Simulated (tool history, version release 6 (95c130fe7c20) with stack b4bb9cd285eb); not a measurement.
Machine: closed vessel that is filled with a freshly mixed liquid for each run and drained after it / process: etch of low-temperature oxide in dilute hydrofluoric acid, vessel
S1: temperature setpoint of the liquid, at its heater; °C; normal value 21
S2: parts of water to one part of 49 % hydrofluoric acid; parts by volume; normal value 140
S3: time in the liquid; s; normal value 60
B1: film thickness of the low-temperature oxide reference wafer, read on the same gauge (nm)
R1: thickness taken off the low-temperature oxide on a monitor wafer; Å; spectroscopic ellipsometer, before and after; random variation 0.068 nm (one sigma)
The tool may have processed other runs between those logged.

| run | day | S1 | S2 | S3 | B1 | R1 |
|---|---|---|---|---|---|---|
| 1 | 0 | 21 | 140 | 60 | 70.04 | 105.3 |
| 2 | 0.612 | 21 | 140 | 60 | 69.97 | 108.7 |
| 3 | 2.088 | 21 | 140 | 60 | 70.01 | 106.6 |
| 4 | 2.679 | 21 | 140 | 60 | 70.01 | 107 |
| 5 | 3.788 | 21 | 140 | 60 | 70.06 | 108 |
| 6 | 4.617 | 21 | 175 | 35 | 70.02 | 48.3 |
| 7 | 5.921 | 21 | 175 | 35 | 69.99 | 48.3 |
| 8 | 6.896 | 21 | 140 | 60 | 69.99 | 108.5 |
|  | 7.471 | thermometer replaced |
| 9 | 8.317 | 21 | 140 | 60 | 70 | 100.9 |
| 10 | 9.412 | 21 | 140 | 60 | 70 | 103 |
| 11 | 10.221 | 21 | 140 | 60 | 69.99 | 102.2 |
| 12 | 10.842 | 21 | 140 | 60 | 70.01 | 102.4 |
|  | 11.088 | gauge calibrated |
| 13 | 12.008 | 17.5 | 105 | 40 | 70.04 | 82.4 |
| 14 | 13.242 | 21 | 110 | 30 | 69.98 | 67.4 |
|  | 14.096 | hydrofluoric acid flow meter replaced |
| 15 | 14.408 | 21 | 140 | 60 | 69.97 | 103.4 |
| 16 | 15.333 | 25 | 190 | 60 | 69.97 | 84.2 |
| 17 | 16.054 | 21 | 80 | 60 | 70 | 192.6 |
| 18 | 16.754 | 17 | 115 | 95 | 69.99 | 172.3 |
| 19 | 17.892 | 23 | 115 | 70 | 69.97 | 160.5 |
| 20 | 19 | 24.5 | 140 | 60 | 69.98 | 118 |
| 21 | 20.238 | 21 | 80 | 60 | 70 | 193.9 |
| 22 | 21.208 | 21 | 140 | 60 | 70.03 | 104.4 |
| 23 | 22.483 | 21 | 140 | 40 | 69.99 | 68.5 |
| 24 | 23.592 | 19.5 | 190 | 85 | 70.02 | 96.8 |
| 25 | 24.446 | 21 | 140 | 30 | 69.99 | 52.1 |
| 26 | 25.083 | 21 | 140 | 75 | 69.99 | 130.4 |
| 27 | 26.004 | 25.5 | 140 | 30 | 70.03 | 61.7 |
| 28 | 26.904 | 21 | 210 | 85 | 70 | 91.4 |
| 29 | 27.821 | 18 | 140 | 60 | 69.99 | 92.6 |
| 30 | 28.825 | 25 | 140 | 90 | 70.03 | 182.8 |

Run 31 has not been measured yet. What should we expect?
|  | 29.558 | gauge calibrated |
| 31 | 30.262 | 21 | 95 | 35 | ? | ? |

{"run 31": {"B1": 70, "R1": 95.3}}
Had the tool carried no hidden state, the very same run would have given R1 92.7 Å.
